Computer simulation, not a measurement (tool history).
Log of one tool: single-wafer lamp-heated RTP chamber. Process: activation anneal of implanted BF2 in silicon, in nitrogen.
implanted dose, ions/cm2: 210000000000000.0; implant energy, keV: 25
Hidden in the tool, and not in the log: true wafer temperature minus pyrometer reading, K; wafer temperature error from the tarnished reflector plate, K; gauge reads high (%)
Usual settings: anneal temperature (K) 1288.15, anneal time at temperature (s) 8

run,day,anneal temperature (K),anneal time at temperature (s),wafers since the last listed run,wafers since the last pyrometer calibration,wafers since the reflector plate was cleaned,hours since the gauge calibration,"read-back reference wafer on the same gauge, sheet resistance",sheet resistance of the implanted and annealed layer (ohm/square)
1,0,1276.15,8,0,5053,5053,753.7,483.07,575.28
2,2.458,1276.15,8,670,5723,5723,812.7,483.15,574.89
3,5.075,1266.15,8,713,6437,6437,875.5,482.96,576.19
# day 5.383: gauge calibrated
# day 5.85: pyrometer window cleaned and pyrometer calibrated
4,7.529,1266.15,8,578,458,7015,51.5,486.25,582.21
5,8.925,1266.15,8,380,838,7396,85,486.16,579.95
6,11.775,1288.15,7,777,1616,8173,153.4,485.32,578.2
7,13.971,1288.15,7,598,2214,8771,206.1,484.5,578.33
8,15.575,1288.15,8,437,2652,9209,244.6,484.47,576.37
9,18.108,1288.15,8,690,3343,9900,305.4,483.73,576.6
# day 20.921: reflector plate cleaned
10,20.942,1288.15,8,681,4024,5,373.4,483.34,575.47
11,23.142,1288.15,8,599,4624,605,426.2,482.93,573.85
12,25.108,1310.15,5,536,5161,1141,473.4,482.64,577.34
13,26.408,1310.15,5,354,5515,1496,504.6,482.49,576.46
# day 28.433: pyrometer window cleaned and pyrometer calibrated
14,28.454,1288.15,9,466,5,1963,553.7,482.54,572.5
15,31.196,1277.15,8,747,753,2710,619.5,482.02,574.46
16,34,1277.15,8,764,1517,3475,686.8,482.26,572.42
17,35.471,1316.15,6,401,1918,3876,722.1,482.07,575.31
18,38.429,1288.15,8,806,2725,4683,793.1,482.06,572.88
19,39.462,1263.15,6,281,3007,4965,817.9,481.83,577.14
20,40.796,1270.15,11,363,3370,5328,849.9,481.97,574.5
21,41.808,1277.15,8,276,3647,5604,874.2,481.92,576.01
22,44.717,1298.15,12,793,4440,6397,944,481.69,571.46
23,46.958,1288.15,8,611,5051,7009,997.8,481.64,574.33
24,49.3,1308.15,5,638,5689,7647,1054,481.45,576.74
# day 50.379: gauge calibrated
# day 50.404: pyrometer window cleaned and pyrometer calibrated
25,51.908,1313.15,8,620,410,8267,36.7,488.78,580.81
26,53.829,1288.15,8,523,934,8791,82.8,487.9,581.18
27,54.858,1297.15,9,280,1214,9072,107.5,487.73,581.13
28,56.742,1273.15,4,513,1728,9585,152.7,486.93,580.99
# day 60.742: reflector plate cleaned
29,61.362,1288.15,8,1169,2897,169,263.6,486.09,578.24
30,62.571,1311.15,8,329,3226,499,292.6,485.66,578.74
31,65.05,1304.15,12,676,3903,1175,352.1,485.4,575.96
32,67.892,1301.15,3,774,4677,1950,420.3,485.25,581.88

4 ways to go on from here, each from the tool as it stands after run 32. What would each give?
A,67.908,1296.15,8,4,4682,1954,420.7,?,?
B,67.908,1303.15,13,4,4682,1954,420.7,?,?
C,67.908,1288.15,4,4,4682,1954,420.7,?,?
D,67.908,1313.15,12,4,4682,1954,420.7,?,?

run,"read-back reference wafer on the same gauge, sheet resistance",sheet resistance of the implanted and annealed layer (ohm/square)
A,484.98,578.43
B,484.98,575.67
C,484.98,580.39
D,484.98,575.57
Without the tool's hidden state the same runs would have given:
run,sheet resistance of the implanted and annealed layer (ohm/square)
A,582.05
B,579.27
C,584.02
D,579.17

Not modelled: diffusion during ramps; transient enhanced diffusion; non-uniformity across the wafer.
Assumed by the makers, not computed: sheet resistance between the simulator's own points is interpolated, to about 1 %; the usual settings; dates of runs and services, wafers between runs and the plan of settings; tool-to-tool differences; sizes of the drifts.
